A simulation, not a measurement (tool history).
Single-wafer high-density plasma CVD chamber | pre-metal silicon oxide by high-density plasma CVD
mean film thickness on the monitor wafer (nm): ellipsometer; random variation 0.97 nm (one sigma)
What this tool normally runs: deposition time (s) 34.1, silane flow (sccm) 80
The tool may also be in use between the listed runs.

run    hour  deposition time (s)  silane flow (sccm)  read-back reference wafer on the same gauge, thickness_nm  mean film thickness on the monitor wafer (nm)
  1       0                 34.1                  72                                                    288.082                                        267.495
  2    56.4                 34.1                  72                                                    288.109                                         268.39
  3   159.9                 38.5                  80                                                    287.771                                        337.759
  4     263                 34.1                  80                                                    288.018                                        300.504
  5   322.4                 34.1                  80                                                    287.974                                        301.079
  6   389.4                 34.1                  71                                                    287.912                                         266.09
  7     468                 34.1                  75                                                    288.192                                        283.181
  8   571.3                 34.1                  75                                                    288.271                                        284.953
      622.9  -- silane flow controller replaced
  9   658.1                 38.9                  67                                                    287.944                                        271.149
 10   724.1                   29                  80                                                    287.801                                        241.327
 11   797.9                 34.1                  80                                                    288.136                                        283.773
      806.1  -- gauge calibrated
 12     897                 34.1                  80                                                    288.204                                        284.819
 13   937.2                 27.7                  75                                                     287.89                                        216.055
 14  1016.2                 40.4                  80                                                    288.012                                        338.393
 15    1117                 38.8                  88                                                    288.227                                        355.704
 16  1188.4                 30.3                  92                                                    287.894                                        289.689

Alternative continuations, all from the tool just after run 16; predict every row:
  A  1188.8                 28.2                  80                                                          ?                                              ?
  B  1188.8                 40.7                  84                                                          ?                                              ?
  C  1188.8                 35.8                  90                                                          ?                                              ?
  D  1188.8                 30.2                  87                                                          ?                                              ?

run  read-back reference wafer on the same gauge, thickness_nm  mean film thickness on the monitor wafer (nm)
  A                                                    287.894                                         237.53
  B                                                    287.894                                        359.959
  C                                                    287.894                                        339.239
  D                                                    287.894                                        276.634
With no hidden state in the tool, these same runs would have given:
run  mean film thickness on the monitor wafer (nm)
  A                                        236.769
  B                                        358.805
  C                                        338.151
  D                                        275.747

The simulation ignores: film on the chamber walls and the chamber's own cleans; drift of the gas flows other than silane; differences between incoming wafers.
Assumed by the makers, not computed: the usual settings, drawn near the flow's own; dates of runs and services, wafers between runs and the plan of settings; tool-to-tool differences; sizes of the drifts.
